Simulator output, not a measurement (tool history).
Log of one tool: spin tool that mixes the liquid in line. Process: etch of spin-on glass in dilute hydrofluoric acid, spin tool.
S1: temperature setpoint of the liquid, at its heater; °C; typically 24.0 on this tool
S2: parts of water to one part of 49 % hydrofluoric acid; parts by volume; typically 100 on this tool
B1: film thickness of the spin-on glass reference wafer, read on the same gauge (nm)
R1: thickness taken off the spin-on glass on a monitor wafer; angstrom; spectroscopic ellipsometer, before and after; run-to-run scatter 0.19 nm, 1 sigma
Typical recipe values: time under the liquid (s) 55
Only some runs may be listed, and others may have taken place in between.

Run 1, hour 0.0: usual settings; B1 100.02. Result: R1 216.0 angstrom.
Run 2, hour 90.2: usual settings; B1 99.94. Result: R1 210.9 angstrom.
Run 3, hour 164.6: usual settings but S1 22.0 °C; B1 99.99. Result: R1 200.2 angstrom.
Run 4, hour 263.5: usual settings but time under the liquid (s) 80; B1 100.02. Result: R1 312.7 angstrom.
Run 5, hour 330.7: usual settings but time under the liquid (s) 80; B1 100.06. Result: R1 313.8 angstrom.
Run 6, hour 392.7: usual settings but time under the liquid (s) 80; B1 100.02. Result: R1 318.1 angstrom.
Run 7, hour 491.4: usual settings; B1 99.96. Result: R1 217.5 angstrom.
At hour 618.2: gauge calibrated.
Run 8, hour 675.7: usual settings but S1 19.0 °C; B1 100.02. Result: R1 175.3 angstrom.
At hour 718.3: thermometer replaced.
Run 9, hour 764.3: usual settings but S1 28.0 °C, S2 115 parts by volume, time under the liquid (s) 35; B1 100.02. Result: R1 135.4 angstrom.
Run 10, hour 865.0: usual settings; B1 100.04. Result: R1 215.7 angstrom.
At hour 871.4: hydrofluoric acid flow meter replaced.
Run 11, hour 970.8: usual settings but S1 27.5 °C, S2 60 parts by volume, time under the liquid (s) 90; B1 99.97. Result: R1 702.0 angstrom.
Run 12, hour 1013.6: usual settings; B1 99.99. Result: R1 214.1 angstrom.
Run 13, hour 1066.3: usual settings but S1 20.5 °C; B1 100.05. Result: R1 187.2 angstrom.
Run 14, hour 1120.7: usual settings but S1 21.5 °C, S2 135 parts by volume; B1 100.02. Result: R1 140.4 angstrom.

Each row is a separate what-if for the run after 14, all from the same tool condition, not one after another. Results?
Run A, hour 1121.1: usual settings; B1 ?. Result: R1 ?.
Run B, hour 1121.1: usual settings but time under the liquid (s) 30; B1 ?. Result: R1 ?.
Run C, hour 1121.1: usual settings but S2 150 parts by volume; B1 ?. Result: R1 ?.

run      B1     R1
  A  100.03  216.8
  B  100.03  118.3
  C  100.03  136.2
Take away the tool's hidden state, keep each run's random variation, and the runs would have read:
run     R1
  A  216.8
  B  118.3
  C  136.2

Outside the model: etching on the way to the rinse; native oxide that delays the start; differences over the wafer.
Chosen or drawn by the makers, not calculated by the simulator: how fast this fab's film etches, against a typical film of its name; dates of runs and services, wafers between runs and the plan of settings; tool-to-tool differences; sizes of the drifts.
